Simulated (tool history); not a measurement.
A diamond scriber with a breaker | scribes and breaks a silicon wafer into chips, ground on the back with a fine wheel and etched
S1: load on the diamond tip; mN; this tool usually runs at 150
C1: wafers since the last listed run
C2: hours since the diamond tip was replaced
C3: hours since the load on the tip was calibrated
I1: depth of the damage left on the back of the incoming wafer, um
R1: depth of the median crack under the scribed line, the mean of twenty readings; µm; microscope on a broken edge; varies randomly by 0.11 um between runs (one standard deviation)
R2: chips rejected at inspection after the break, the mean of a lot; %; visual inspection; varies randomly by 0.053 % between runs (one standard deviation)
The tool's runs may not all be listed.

{"run": 1, "hour": 0.0, "S1": 150, "C1": 0, "C2": 644.8, "C3": 1065.6, "I1": 0.74, "R1": 7.16, "R2": 2.99}
{"run": 2, "hour": 9.6, "S1": 182, "C1": 30, "C2": 654.4, "C3": 1075.2, "I1": 0.7, "R1": 8.56, "R2": 1.0}
{"run": 3, "hour": 18.1, "S1": 176, "C1": 27, "C2": 662.9, "C3": 1083.7, "I1": 0.42, "R1": 8.51, "R2": 0.7}
{"run": 4, "hour": 35.4, "S1": 176, "C1": 55, "C2": 680.2, "C3": 1101.0, "I1": 0.47, "R1": 8.25, "R2": 0.72}
{"run": 5, "hour": 69.7, "S1": 176, "C1": 110, "C2": 714.5, "C3": 1135.3, "I1": 0.34, "R1": 8.2, "R2": 0.58}
{"run": 6, "hour": 86.5, "S1": 165, "C1": 53, "C2": 731.3, "C3": 1152.1, "I1": 0.63, "R1": 7.67, "R2": 1.07}
{"run": 7, "hour": 98.1, "S1": 160, "C1": 37, "C2": 742.9, "C3": 1163.7, "I1": 0.58, "R1": 7.43, "R2": 1.41}
{"run": 8, "hour": 111.3, "S1": 161, "C1": 42, "C2": 756.1, "C3": 1176.9, "I1": 0.66, "R1": 7.38, "R2": 1.68}
{"run": 9, "hour": 124.9, "S1": 161, "C1": 43, "C2": 769.7, "C3": 1190.5, "I1": 0.45, "R1": 7.41, "R2": 1.65}
{"run": 10, "hour": 166.8, "S1": 150, "C1": 134, "C2": 811.6, "C3": 1232.4, "I1": 0.7, "R1": 6.88, "R2": 3.52}
{"run": 11, "hour": 177.7, "S1": 150, "C1": 34, "C2": 822.5, "C3": 1243.3, "I1": 0.6, "R1": 6.96, "R2": 3.87}
{"hour": 182.3, "done": "load on the tip recalibrated"}
{"run": 12, "hour": 189.8, "S1": 150, "C1": 32, "C2": 834.6, "C3": 7.5, "I1": 0.54, "R1": 6.77, "R2": 3.95}
{"run": 13, "hour": 203.0, "S1": 132, "C1": 42, "C2": 847.8, "C3": 20.7, "I1": 0.57, "R1": 5.91, "R2": 12.87}
{"run": 14, "hour": 211.3, "S1": 132, "C1": 26, "C2": 856.1, "C3": 29.0, "I1": 0.77, "R1": 5.9, "R2": 12.41}
{"run": 15, "hour": 226.7, "S1": 150, "C1": 49, "C2": 871.5, "C3": 44.4, "I1": 0.73, "R1": 6.75, "R2": 4.11}
{"run": 16, "hour": 237.0, "S1": 150, "C1": 33, "C2": 881.8, "C3": 54.7, "I1": 0.43, "R1": 6.79, "R2": 4.45}
{"run": 17, "hour": 249.0, "S1": 150, "C1": 38, "C2": 893.8, "C3": 66.7, "I1": 0.43, "R1": 6.71, "R2": 4.37}
{"run": 18, "hour": 262.1, "S1": 150, "C1": 42, "C2": 906.9, "C3": 79.8, "I1": 0.79, "R1": 6.79, "R2": 4.78}
{"run": 19, "hour": 276.0, "S1": 150, "C1": 44, "C2": 920.8, "C3": 93.7, "I1": 0.33, "R1": 6.71, "R2": 4.15}
{"run": 20, "hour": 290.9, "S1": 174, "C1": 47, "C2": 935.7, "C3": 108.6, "I1": 0.38, "R1": 7.86, "R2": 0.95}
{"run": 21, "hour": 298.9, "S1": 123, "C1": 25, "C2": 943.7, "C3": 116.6, "I1": 0.32, "R1": 5.53, "R2": 16.79}
{"run": 22, "hour": 309.4, "S1": 108, "C1": 33, "C2": 954.2, "C3": 127.1, "I1": 0.78, "R1": 4.69, "R2": 36.77}
{"run": 23, "hour": 324.6, "S1": 125, "C1": 48, "C2": 969.4, "C3": 142.3, "I1": 0.72, "R1": 5.55, "R2": 18.54}
{"run": 24, "hour": 332.4, "S1": 189, "C1": 25, "C2": 977.2, "C3": 150.1, "I1": 0.56, "R1": 8.28, "R2": 0.8}
{"run": 25, "hour": 349.4, "S1": 116, "C1": 54, "C2": 994.2, "C3": 167.1, "I1": 0.43, "R1": 5.04, "R2": 23.2}
{"run": 26, "hour": 362.6, "S1": 150, "C1": 42, "C2": 1007.4, "C3": 180.3, "I1": 0.47, "R1": 6.61, "R2": 5.07}
{"run": 27, "hour": 380.1, "S1": 194, "C1": 56, "C2": 1024.9, "C3": 197.8, "I1": 0.57, "R1": 8.29, "R2": 0.84}
{"hour": 389.1, "done": "diamond tip replaced by a new one"}
{"run": 28, "hour": 390.2, "S1": 178, "C1": 25, "C2": 1.1, "C3": 207.9, "I1": 0.49, "R1": 9.18, "R2": 3.4}
{"run": 29, "hour": 415.4, "S1": 150, "C1": 80, "C2": 26.3, "C3": 233.1, "I1": 0.34, "R1": 7.92, "R2": 0.85}
{"run": 30, "hour": 457.6, "S1": 137, "C1": 135, "C2": 68.5, "C3": 275.3, "I1": 0.44, "R1": 7.2, "R2": 2.5}
{"run": 31, "hour": 472.0, "S1": 126, "C1": 46, "C2": 82.9, "C3": 289.7, "I1": 0.49, "R1": 6.53, "R2": 5.41}
{"run": 32, "hour": 482.5, "S1": 117, "C1": 33, "C2": 93.4, "C3": 300.2, "I1": 0.62, "R1": 6.07, "R2": 11.41}
{"run": 33, "hour": 498.9, "S1": 162, "C1": 52, "C2": 109.8, "C3": 316.6, "I1": 0.49, "R1": 8.58, "R2": 0.77}
{"run": 34, "hour": 508.9, "S1": 116, "C1": 32, "C2": 119.8, "C3": 326.6, "I1": 0.56, "R1": 5.98, "R2": 12.04}
{"run": 35, "hour": 516.5, "S1": 150, "C1": 24, "C2": 127.4, "C3": 334.2, "I1": 0.65, "R1": 7.77, "R2": 0.96}
{"run": 36, "hour": 524.9, "S1": 130, "C1": 26, "C2": 135.8, "C3": 342.6, "I1": 0.56, "R1": 6.72, "R2": 5.49}
{"run": 37, "hour": 537.3, "S1": 135, "C1": 39, "C2": 148.2, "C3": 355.0, "I1": 0.64, "R1": 6.89, "R2": 3.52}
{"run": 38, "hour": 546.0, "S1": 121, "C1": 27, "C2": 156.9, "C3": 363.7, "I1": 0.38, "R1": 6.36, "R2": 9.89}

Below are 3 alternative next runs, each starting from the tool's condition after run 38. Predict each:
{"run": "A", "hour": 546.6, "S1": 150, "C1": 1, "C2": 157.5, "C3": 364.3, "I1": 0.52, "R1": "?", "R2": "?"}
{"run": "B", "hour": 546.6, "S1": 120, "C1": 1, "C2": 157.5, "C3": 364.3, "I1": 0.52, "R1": "?", "R2": "?"}
{"run": "C", "hour": 546.6, "S1": 191, "C1": 1, "C2": 157.5, "C3": 364.3, "I1": 0.52, "R1": "?", "R2": "?"}

run=A R1=7.65 R2=1.02
run=B R1=6.07 R2=10.58
run=C R1=9.59 R2=4.93
The same runs, with their run-to-run variation unchanged, on a tool lacking any hidden condition would have given:
run=A R1=8.01 R2=0.73
run=B R1=6.35 R2=7.71
run=C R1=10.04 R2=7.28
